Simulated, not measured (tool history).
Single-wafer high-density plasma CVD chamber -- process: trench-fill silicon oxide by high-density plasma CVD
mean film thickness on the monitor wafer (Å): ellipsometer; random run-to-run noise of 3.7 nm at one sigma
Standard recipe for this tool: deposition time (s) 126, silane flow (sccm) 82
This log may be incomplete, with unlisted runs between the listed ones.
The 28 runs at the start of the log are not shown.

| run | hour | deposition time (s) | silane flow (sccm) | read-back reference wafer on the same gauge, thickness_nm | mean film thickness on the monitor wafer (Å) |
|---|---|---|---|---|---|
| 29 | 686.7 | 114 | 82 | 1299.174 | 10610.13 |
| 30 | 705.7 | 107 | 82 | 1300.144 | 9948.52 |
| 31 | 721.6 | 126 | 82 | 1300.233 | 11740.53 |
|  | 748.8 | silane flow controller replaced |
| 32 | 749.3 | 110 | 75 | 1300.018 | 8746.17 |
| 33 | 768.8 | 126 | 82 | 1300.237 | 10880.04 |
| 34 | 789.7 | 126 | 82 | 1300.121 | 10935.03 |
| 35 | 877.7 | 126 | 82 | 1300.874 | 10983.05 |
| 36 | 899.2 | 126 | 82 | 1299.283 | 10948.65 |
| 37 | 914.1 | 104 | 90 | 1300.278 | 9983.93 |
|  | 930.5 | gauge calibrated |
| 38 | 946.8 | 126 | 82 | 1299.336 | 10932.06 |
| 39 | 979.4 | 110 | 82 | 1298.497 | 9589.45 |
| 40 | 1000.6 | 140 | 82 | 1299.596 | 12113.86 |
| 41 | 1033.9 | 126 | 82 | 1299.827 | 10914.3 |
| 42 | 1083.2 | 126 | 70 | 1301.994 | 9396.68 |

Forecast each of these 5 alternatives for the next run:
| A | 1083.6 | 126 | 82 | ? | ? |
| B | 1083.6 | 106 | 91 | ? | ? |
| C | 1083.6 | 114 | 70 | ? | ? |
| D | 1083.6 | 137 | 92 | ? | ? |
| E | 1083.6 | 135 | 97 | ? | ? |

| run | read-back reference wafer on the same gauge, thickness_nm | mean film thickness on the monitor wafer (Å) |
|---|---|---|
| A | 1298.612 | 10962.18 |
| B | 1298.612 | 10234.34 |
| C | 1298.612 | 8466.72 |
| D | 1298.612 | 13372.76 |
| E | 1298.612 | 13893.7 |
Stripped of hidden state, with their random variation kept, the same runs would have yielded:
| run | mean film thickness on the monitor wafer (Å) |
|---|---|
| A | 10861.25 |
| B | 10140.11 |
| C | 8388.77 |
| D | 13249.63 |
| E | 13765.78 |
